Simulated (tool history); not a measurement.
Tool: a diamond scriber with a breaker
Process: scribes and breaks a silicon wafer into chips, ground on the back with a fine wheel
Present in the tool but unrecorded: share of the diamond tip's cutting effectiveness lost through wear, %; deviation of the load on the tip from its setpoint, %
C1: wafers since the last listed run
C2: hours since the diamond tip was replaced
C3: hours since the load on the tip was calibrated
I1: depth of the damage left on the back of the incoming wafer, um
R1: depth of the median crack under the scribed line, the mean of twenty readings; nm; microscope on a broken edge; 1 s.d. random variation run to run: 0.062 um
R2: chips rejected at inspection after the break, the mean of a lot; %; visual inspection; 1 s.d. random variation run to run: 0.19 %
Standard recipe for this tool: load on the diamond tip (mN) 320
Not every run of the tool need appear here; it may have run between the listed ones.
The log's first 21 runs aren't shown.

-- hour=1700.1 load on the tip recalibrated
run 22 hour=1762.0 | load_on_the_diamond_tip_(mN)=320 | C1=334 C2=798.7 C3=61.9 | I1=1.80 | R1=7160 R2=2.47
-- hour=1892.3 diamond tip replaced by a new one
run 23 hour=1902.4 | load_on_the_diamond_tip_(mN)=377 | C1=571 C2=10.1 C3=202.3 | I1=1.69 | R1=8230 R2=1.74
run 24 hour=2006.4 | load_on_the_diamond_tip_(mN)=320 | C1=429 C2=114.1 C3=306.3 | I1=2.85 | R1=7660 R2=6.17
run 25 hour=2224.6 | load_on_the_diamond_tip_(mN)=367 | C1=900 C2=332.3 C3=524.5 | I1=2.69 | R1=8010 R2=4.84
run 26 hour=2319.6 | load_on_the_diamond_tip_(mN)=286 | C1=392 C2=427.3 C3=619.5 | I1=2.10 | R1=7330 R2=3.17
run 27 hour=2427.2 | load_on_the_diamond_tip_(mN)=360 | C1=444 C2=534.9 C3=727.1 | I1=1.72 | R1=8000 R2=1.55
run 28 hour=2475.3 | load_on_the_diamond_tip_(mN)=320 | C1=198 C2=583.0 C3=775.2 | I1=1.70 | R1=7590 R2=1.79
-- hour=2497.9 load on the tip recalibrated
run 29 hour=2540.2 | load_on_the_diamond_tip_(mN)=245 | C1=259 C2=647.9 C3=42.3 | I1=2.76 | R1=6700 R2=9.38
run 30 hour=2642.7 | load_on_the_diamond_tip_(mN)=288 | C1=423 C2=750.4 C3=144.8 | I1=2.89 | R1=6960 R2=7.67
run 31 hour=2703.3 | load_on_the_diamond_tip_(mN)=395 | C1=250 C2=811.0 C3=205.4 | I1=1.93 | R1=7850 R2=1.94
run 32 hour=2767.6 | load_on_the_diamond_tip_(mN)=320 | C1=265 C2=875.3 C3=269.7 | I1=1.53 | R1=7120 R2=2.10
run 33 hour=2804.4 | load_on_the_diamond_tip_(mN)=233 | C1=151 C2=912.1 C3=306.5 | I1=2.11 | R1=6460 R2=6.22
run 34 hour=2857.2 | load_on_the_diamond_tip_(mN)=389 | C1=217 C2=964.9 C3=359.3 | I1=2.38 | R1=7740 R2=3.44

4 options for the next run, each taken on its own from the tool as it stands now. Forecast them:
run A hour=2857.8 | load_on_the_diamond_tip_(mN)=383 | C1=2 C2=965.5 C3=359.9 | I1=1.75 | R1=? R2=?
run B hour=2857.8 | load_on_the_diamond_tip_(mN)=281 | C1=2 C2=965.5 C3=359.9 | I1=1.75 | R1=? R2=?
run C hour=2857.8 | load_on_the_diamond_tip_(mN)=279 | C1=2 C2=965.5 C3=359.9 | I1=1.75 | R1=? R2=?
run D hour=2857.8 | load_on_the_diamond_tip_(mN)=402 | C1=2 C2=965.5 C3=359.9 | I1=1.75 | R1=? R2=?

run=A R1=7570 R2=1.79
run=B R1=6750 R2=3.60
run=C R1=6730 R2=3.67
run=D R1=7710 R2=1.74
The same runs, with their run-to-run variation unchanged, on a tool lacking any hidden condition would have given:
run=A R1=8150 R2=2.01
run=B R1=7270 R2=2.14
run=C R1=7250 R2=2.17
run=D R1=8300 R2=2.25
